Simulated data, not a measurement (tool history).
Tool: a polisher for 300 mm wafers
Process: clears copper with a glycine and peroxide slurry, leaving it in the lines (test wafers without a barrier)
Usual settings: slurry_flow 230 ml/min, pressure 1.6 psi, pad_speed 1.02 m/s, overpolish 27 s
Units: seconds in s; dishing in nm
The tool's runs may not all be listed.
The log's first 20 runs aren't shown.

| run | hour | slurry_flow | pressure | pad_speed | overpolish | incoming thickness of the incoming film, nm | seconds | dishing |
|---|---|---|---|---|---|---|---|---|
| 21 | 613.6 | 230 | 1.1 | 1.02 | 27 | 512.2 | 185.8 | 47.4 |
| 22 | 648.2 | 285 | 1.6 | 1.26 | 32 | 502.8 | 118.3 | 73.0 |
| 23 | 695.0 | 280 | 1.6 | 1.02 | 27 | 501.8 | 133.2 | 60.6 |
| 24 | 722.8 | 175 | 1.6 | 0.82 | 27 | 511.1 | 187.3 | 50.9 |
| 25 | 737.1 | 190 | 1.4 | 1.02 | 27 | 509.5 | 161.6 | 52.8 |
| 26 | 816.1 | 230 | 1.6 | 0.86 | 13 | 505.0 | 161.0 | 30.1 |
|  | 827.8 | worn pad replaced by a new one |
| 27 | 847.2 | 280 | 1.1 | 0.76 | 14 | 514.5 | 224.6 | 24.3 |
| 28 | 877.2 | 255 | 2.0 | 1.02 | 27 | 511.8 | 125.1 | 66.4 |
| 29 | 892.8 | 230 | 1.6 | 1.02 | 27 | 505.3 | 150.3 | 57.9 |
| 30 | 928.5 | 290 | 1.9 | 0.66 | 18 | 516.9 | 174.9 | 39.0 |
| 31 | 944.9 | 230 | 1.6 | 1.02 | 27 | 518.7 | 153.8 | 56.5 |
| 32 | 965.8 | 230 | 1.6 | 1.02 | 39 | 509.8 | 149.7 | 71.2 |
| 33 | 990.9 | 265 | 1.6 | 0.70 | 15 | 520.0 | 191.8 | 30.6 |
| 34 | 1007.7 | 230 | 1.6 | 1.02 | 27 | 507.9 | 154.4 | 56.1 |

4 ways to go on from here, each from the tool as it stands after run 34. What would each give?
| A | 1008.2 | 230 | 1.6 | 1.02 | 27 | 513.0 | ? | ? |
| B | 1008.2 | 230 | 2.1 | 0.78 | 27 | 513.0 | ? | ? |
| C | 1008.2 | 230 | 1.6 | 1.12 | 21 | 513.0 | ? | ? |
| D | 1008.2 | 255 | 2.1 | 0.74 | 18 | 513.0 | ? | ? |

| run | seconds | dishing |
|---|---|---|
| A | 150.6 | 57.0 |
| B | 149.4 | 59.6 |
| C | 140.7 | 49.8 |
| D | 151.8 | 43.3 |
Without the tool's hidden state the same runs would have given:
| run | seconds | dishing |
|---|---|---|
| A | 138.5 | 60.3 |
| B | 137.3 | 63.3 |
| C | 129.4 | 52.9 |
| D | 140.8 | 46.0 |
